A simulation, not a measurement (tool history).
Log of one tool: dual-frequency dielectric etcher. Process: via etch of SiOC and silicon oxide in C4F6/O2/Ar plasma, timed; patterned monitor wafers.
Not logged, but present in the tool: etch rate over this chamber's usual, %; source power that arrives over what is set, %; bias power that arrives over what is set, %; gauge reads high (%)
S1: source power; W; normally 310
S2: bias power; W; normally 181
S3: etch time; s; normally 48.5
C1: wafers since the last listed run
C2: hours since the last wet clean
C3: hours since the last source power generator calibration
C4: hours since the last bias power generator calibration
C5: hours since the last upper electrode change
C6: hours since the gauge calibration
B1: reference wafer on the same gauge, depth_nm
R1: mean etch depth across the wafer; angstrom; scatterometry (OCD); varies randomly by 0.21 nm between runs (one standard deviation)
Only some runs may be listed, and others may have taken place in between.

Run 1, hour 0: usual settings; C1 0; C2 192; C3 3983.2; C4 3243.4; C5 2053.1; C6 265; B1 48. Result: R1 480.8 angstrom.
Run 2, hour 32.8: usual settings; C1 322; C2 224.8; C3 4016; C4 3276.2; C5 2085.9; C6 297.8; B1 48. Result: R1 482.9 angstrom.
Run 3, hour 47.5: usual settings; C1 144; C2 239.5; C3 4030.7; C4 3290.9; C5 2100.6; C6 312.5; B1 48.02. Result: R1 482.7 angstrom.
Run 4, hour 72.8: usual settings; C1 248; C2 264.8; C3 4056; C4 3316.2; C5 2125.9; C6 337.8; B1 48. Result: R1 480.4 angstrom.
Run 5, hour 100.3: usual settings but S3 56.5 s; C1 270; C2 292.3; C3 4083.5; C4 3343.7; C5 2153.4; C6 365.3; B1 48.04. Result: R1 562.8 angstrom.
Run 6, hour 135.5: usual settings but S3 56.5 s; C1 345; C2 327.5; C3 4118.7; C4 3378.9; C5 2188.6; C6 400.5; B1 47.98. Result: R1 565.6 angstrom.
Run 7, hour 148.3: usual settings but S3 56.5 s; C1 125; C2 340.3; C3 4131.5; C4 3391.7; C5 2201.4; C6 413.3; B1 48. Result: R1 566.2 angstrom.
Run 8, hour 173.5: usual settings; C1 247; C2 365.5; C3 4156.7; C4 3416.9; C5 2226.6; C6 438.5; B1 47.98. Result: R1 491.8 angstrom.
Run 9, hour 187.8: usual settings; C1 140; C2 379.8; C3 4171; C4 3431.2; C5 2240.9; C6 452.8; B1 48.08. Result: R1 489.9 angstrom.
Run 10, hour 219.9: usual settings; C1 315; C2 411.9; C3 4203.1; C4 3463.3; C5 2273; C6 484.9; B1 47.98. Result: R1 488.8 angstrom.
Run 11, hour 250.6: usual settings; C1 301; C2 442.6; C3 4233.8; C4 3494; C5 2303.7; C6 515.6; B1 47.99. Result: R1 487.5 angstrom.
Run 12, hour 276.2: usual settings but S2 161 W; C1 251; C2 468.2; C3 4259.4; C4 3519.6; C5 2329.3; C6 541.2; B1 48.02. Result: R1 462.5 angstrom.
At hour 300: source power generator calibrated.
At hour 301.7: upper electrode replaced.
Run 13, hour 302.2: usual settings but S2 161 W; C1 199; C2 494.2; C3 2.2; C4 3545.6; C5 0.5; C6 567.2; B1 48.01. Result: R1 464.1 angstrom.
Run 14, hour 344: usual settings but S2 146 W, S3 55 s; C1 410; C2 536; C3 44; C4 3587.4; C5 42.3; C6 609; B1 47.98. Result: R1 499.6 angstrom.
At hour 383.3: wet clean of the chamber.
Run 15, hour 383.8: usual settings but S3 36 s; C1 155; C2 0.5; C3 83.8; C4 3627.2; C5 82.1; C6 648.8; B1 48.06. Result: R1 349.5 angstrom.
Run 16, hour 393.7: usual settings but S1 350 W, S2 166 W, S3 53.5 s; C1 97; C2 10.4; C3 93.7; C4 3637.1; C5 92; C6 658.7; B1 47.97. Result: R1 511.8 angstrom.
At hour 394.7: gauge calibrated.
Run 17, hour 407.5: usual settings; C1 135; C2 24.2; C3 107.5; C4 3650.9; C5 105.8; C6 12.8; B1 47.94. Result: R1 473.8 angstrom.
At hour 418.7: bias power generator calibrated.
Run 18, hour 427.7: usual settings but S3 53.5 s; C1 159; C2 44.4; C3 127.7; C4 9; C5 126; C6 33; B1 47.96. Result: R1 522.6 angstrom.
Run 19, hour 440.5: usual settings but S1 270 W, S2 220 W, S3 37.5 s; C1 125; C2 57.2; C3 140.5; C4 21.8; C5 138.8; C6 45.8; B1 47.98. Result: R1 386.4 angstrom.
Run 20, hour 472.9: usual settings but S1 390 W, S2 141 W; C1 318; C2 89.6; C3 172.9; C4 54.2; C5 171.2; C6 78.2; B1 48.06. Result: R1 446.4 angstrom.
Run 21, hour 501.3: usual settings but S1 350 W, S2 219 W; C1 279; C2 118; C3 201.3; C4 82.6; C5 199.6; C6 106.6; B1 47.98. Result: R1 545 angstrom.
Run 22, hour 525.7: usual settings but S1 230 W, S3 44.5 s; C1 239; C2 142.4; C3 225.7; C4 107; C5 224; C6 131; B1 48.06. Result: R1 400.1 angstrom.
Run 23, hour 561.5: usual settings but S1 280 W; C1 351; C2 178.2; C3 261.5; C4 142.8; C5 259.8; C6 166.8; B1 48.04. Result: R1 461.8 angstrom.
Run 24, hour 577.3: usual settings but S1 250 W, S2 224 W, S3 42 s; C1 155; C2 194; C3 277.3; C4 158.6; C5 275.6; C6 182.6; B1 48.02. Result: R1 433.7 angstrom.
Run 25, hour 599.8: usual settings but S2 161 W; C1 221; C2 216.5; C3 299.8; C4 181.1; C5 298.1; C6 205.1; B1 47.98. Result: R1 450.2 angstrom.
Run 26, hour 623: usual settings; C1 227; C2 239.7; C3 323; C4 204.3; C5 321.3; C6 228.3; B1 48.02. Result: R1 479.8 angstrom.
Run 27, hour 637.2: usual settings but S2 224 W; C1 139; C2 253.9; C3 337.2; C4 218.5; C5 335.5; C6 242.5; B1 48.01. Result: R1 534.3 angstrom.
Run 28, hour 657.2: usual settings but S3 60 s; C1 196; C2 273.9; C3 357.2; C4 238.5; C5 355.5; C6 262.5; B1 47.95. Result: R1 592.3 angstrom.

Pick out some run-to-run changes in R1. Of each, how much would a tool without hidden state show as well, from the settings, what came in and chance, and how much is left for the hidden state and any gauge scatter not in both results compared?
Run 4 -> 5: S3 48.5 -> 56.5. R1 +82.4 angstrom: hidden state +3.4, all else +79.
Run 14 -> 15: S2 146 -> 181, S3 55 -> 36, wet clean of the chamber. R1 -150.1 angstrom: hidden state -24.2, all else -125.9.
Run 15 -> 16: S1 310 -> 350, S2 181 -> 166, S3 36 -> 53.5. R1 +162.3 angstrom: hidden state +0, all else +162.3.
